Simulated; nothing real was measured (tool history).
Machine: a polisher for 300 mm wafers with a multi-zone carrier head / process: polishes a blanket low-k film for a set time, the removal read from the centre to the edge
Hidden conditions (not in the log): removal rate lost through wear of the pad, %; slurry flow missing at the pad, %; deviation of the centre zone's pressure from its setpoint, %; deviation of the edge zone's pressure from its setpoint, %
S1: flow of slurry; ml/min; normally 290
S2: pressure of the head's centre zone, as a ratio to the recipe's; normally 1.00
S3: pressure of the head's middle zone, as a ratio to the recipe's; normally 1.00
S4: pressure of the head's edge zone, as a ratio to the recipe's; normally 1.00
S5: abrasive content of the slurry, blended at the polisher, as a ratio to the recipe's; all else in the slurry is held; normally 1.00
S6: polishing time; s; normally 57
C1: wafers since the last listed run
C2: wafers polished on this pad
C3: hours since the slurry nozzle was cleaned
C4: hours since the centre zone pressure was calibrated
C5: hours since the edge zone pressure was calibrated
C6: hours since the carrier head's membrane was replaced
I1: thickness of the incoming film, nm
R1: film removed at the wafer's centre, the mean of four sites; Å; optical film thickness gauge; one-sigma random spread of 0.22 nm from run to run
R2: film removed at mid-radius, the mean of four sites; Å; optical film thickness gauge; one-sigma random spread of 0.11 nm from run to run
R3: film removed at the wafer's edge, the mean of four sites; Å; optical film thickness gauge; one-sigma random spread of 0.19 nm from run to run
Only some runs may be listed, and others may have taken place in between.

{"run": 1, "day": 0.0, "S1": 225, "S2": 1.0, "S3": 1.0, "S4": 1.0, "S5": 1.0, "S6": 57, "C1": 0, "C2": 702, "C3": 456.2, "C4": 637.6, "C5": 797.0, "C6": 1118.0, "I1": 488.4, "R1": 139, "R2": 166, "R3": 168}
{"run": 2, "day": 1.208, "S1": 290, "S2": 1.0, "S3": 1.0, "S4": 1.0, "S5": 1.0, "S6": 57, "C1": 373, "C2": 1075, "C3": 485.2, "C4": 666.6, "C5": 826.0, "C6": 1147.0, "I1": 492.4, "R1": 135, "R2": 161, "R3": 161}
{"day": 2.246, "done": "worn pad replaced by a new one"}
{"run": 3, "day": 2.267, "S1": 290, "S2": 1.0, "S3": 1.0, "S4": 1.0, "S5": 1.0, "S6": 57, "C1": 275, "C2": 6, "C3": 510.6, "C4": 692.0, "C5": 851.4, "C6": 1172.4, "I1": 480.2, "R1": 150, "R2": 178, "R3": 175}
{"run": 4, "day": 2.629, "S1": 290, "S2": 1.0, "S3": 1.0, "S4": 1.0, "S5": 1.0, "S6": 57, "C1": 112, "C2": 118, "C3": 519.3, "C4": 700.7, "C5": 860.1, "C6": 1181.1, "I1": 500.6, "R1": 147, "R2": 178, "R3": 180}
{"run": 5, "day": 3.283, "S1": 290, "S2": 1.0, "S3": 1.0, "S4": 1.0, "S5": 1.0, "S6": 57, "C1": 202, "C2": 320, "C3": 535.0, "C4": 716.4, "C5": 875.8, "C6": 1196.8, "I1": 486.9, "R1": 145, "R2": 175, "R3": 177}
{"run": 6, "day": 3.842, "S1": 290, "S2": 1.0, "S3": 1.0, "S4": 1.0, "S5": 1.0, "S6": 57, "C1": 172, "C2": 493, "C3": 548.4, "C4": 729.8, "C5": 889.2, "C6": 1210.2, "I1": 489.5, "R1": 146, "R2": 173, "R3": 175}
{"run": 7, "day": 4.408, "S1": 290, "S2": 0.95, "S3": 1.0, "S4": 1.0, "S5": 0.8, "S6": 57, "C1": 175, "C2": 668, "C3": 562.0, "C4": 743.4, "C5": 902.8, "C6": 1223.8, "I1": 498.7, "R1": 126, "R2": 156, "R3": 155}
{"run": 8, "day": 5.404, "S1": 290, "S2": 0.95, "S3": 1.0, "S4": 1.0, "S5": 0.8, "S6": 57, "C1": 307, "C2": 976, "C3": 585.9, "C4": 767.3, "C5": 926.7, "C6": 1247.7, "I1": 500.3, "R1": 120, "R2": 147, "R3": 150}
{"day": 6.033, "done": "worn pad replaced by a new one"}
{"run": 9, "day": 6.054, "S1": 290, "S2": 0.95, "S3": 1.0, "S4": 1.0, "S5": 0.8, "S6": 57, "C1": 149, "C2": 5, "C3": 601.5, "C4": 782.9, "C5": 942.3, "C6": 1263.3, "I1": 487.8, "R1": 127, "R2": 160, "R3": 163}
{"day": 6.417, "done": "carrier head's membrane replaced by a new one"}
{"run": 10, "day": 7.35, "S1": 290, "S2": 1.0, "S3": 1.0, "S4": 1.04, "S5": 1.0, "S6": 47, "C1": 336, "C2": 341, "C3": 632.6, "C4": 814.0, "C5": 973.4, "C6": 22.4, "I1": 494.5, "R1": 122, "R2": 147, "R3": 148}
{"day": 7.712, "done": "edge zone pressure recalibrated"}
{"run": 11, "day": 8.446, "S1": 290, "S2": 1.0, "S3": 1.0, "S4": 1.0, "S5": 1.3, "S6": 38, "C1": 312, "C2": 654, "C3": 658.9, "C4": 840.3, "C5": 17.6, "C6": 48.7, "I1": 496.7, "R1": 106, "R2": 123, "R3": 125}
{"day": 10.562, "done": "worn pad replaced by a new one"}
{"day": 10.654, "done": "slurry nozzle cleaned"}
{"run": 12, "day": 12.117, "S1": 290, "S2": 1.06, "S3": 0.91, "S4": 1.0, "S5": 1.0, "S6": 57, "C1": 1069, "C2": 466, "C3": 35.1, "C4": 928.4, "C5": 105.7, "C6": 136.8, "I1": 488.2, "R1": 154, "R2": 163, "R3": 176}
{"run": 13, "day": 13.217, "S1": 380, "S2": 0.9, "S3": 1.0, "S4": 1.0, "S5": 1.0, "S6": 57, "C1": 339, "C2": 806, "C3": 61.5, "C4": 954.8, "C5": 132.1, "C6": 163.2, "I1": 492.3, "R1": 126, "R2": 172, "R3": 171}
{"day": 14.162, "done": "worn pad replaced by a new one"}
{"day": 15.092, "done": "centre zone pressure recalibrated"}
{"run": 14, "day": 15.721, "S1": 290, "S2": 1.0, "S3": 1.0, "S4": 1.0, "S5": 1.0, "S6": 57, "C1": 696, "C2": 456, "C3": 121.6, "C4": 15.1, "C5": 192.2, "C6": 223.3, "I1": 487.1, "R1": 172, "R2": 177, "R3": 175}
{"run": 15, "day": 16.388, "S1": 290, "S2": 1.12, "S3": 1.0, "S4": 1.0, "S5": 1.0, "S6": 57, "C1": 205, "C2": 662, "C3": 137.6, "C4": 31.1, "C5": 208.2, "C6": 239.3, "I1": 488.6, "R1": 183, "R2": 171, "R3": 175}
{"run": 16, "day": 17.475, "S1": 290, "S2": 1.0, "S3": 1.0, "S4": 1.0, "S5": 0.85, "S6": 57, "C1": 336, "C2": 998, "C3": 163.7, "C4": 57.2, "C5": 234.3, "C6": 265.4, "I1": 489.8, "R1": 142, "R2": 153, "R3": 151}
{"day": 18.179, "done": "worn pad replaced by a new one"}
{"run": 17, "day": 18.938, "S1": 290, "S2": 1.0, "S3": 1.0, "S4": 1.0, "S5": 1.0, "S6": 57, "C1": 400, "C2": 234, "C3": 198.8, "C4": 92.3, "C5": 269.4, "C6": 300.5, "I1": 495.2, "R1": 170, "R2": 179, "R3": 175}
{"run": 18, "day": 19.704, "S1": 290, "S2": 1.0, "S3": 1.0, "S4": 1.0, "S5": 1.0, "S6": 76, "C1": 236, "C2": 471, "C3": 217.2, "C4": 110.7, "C5": 287.8, "C6": 318.9, "I1": 480.4, "R1": 220, "R2": 231, "R3": 232}

Branching from run 18: 3 alternative next runs. What would each branch give?
{"run": "A", "day": 19.721, "S1": 290, "S2": 1.0, "S3": 1.0, "S4": 1.0, "S5": 1.0, "S6": 57, "C1": 5, "C2": 476, "C3": 217.6, "C4": 111.1, "C5": 288.2, "C6": 319.3, "I1": 487.6, "R1": "?", "R2": "?", "R3": "?"}
{"run": "B", "day": 19.721, "S1": 290, "S2": 1.0, "S3": 1.0, "S4": 1.11, "S5": 1.0, "S6": 57, "C1": 5, "C2": 476, "C3": 217.6, "C4": 111.1, "C5": 288.2, "C6": 319.3, "I1": 487.6, "R1": "?", "R2": "?", "R3": "?"}
{"run": "C", "day": 19.721, "S1": 290, "S2": 0.91, "S3": 1.0, "S4": 1.06, "S5": 1.0, "S6": 57, "C1": 5, "C2": 476, "C3": 217.6, "C4": 111.1, "C5": 288.2, "C6": 319.3, "I1": 487.6, "R1": "?", "R2": "?", "R3": "?"}

run=A R1=164 R2=175 R3=176
run=B R1=164 R2=175 R3=186
run=C R1=149 R2=175 R3=181
With no hidden state in the tool, these same runs would have given:
run=A R1=175 R2=182 R3=183
run=B R1=175 R2=182 R3=192
run=C R1=159 R2=182 R3=188
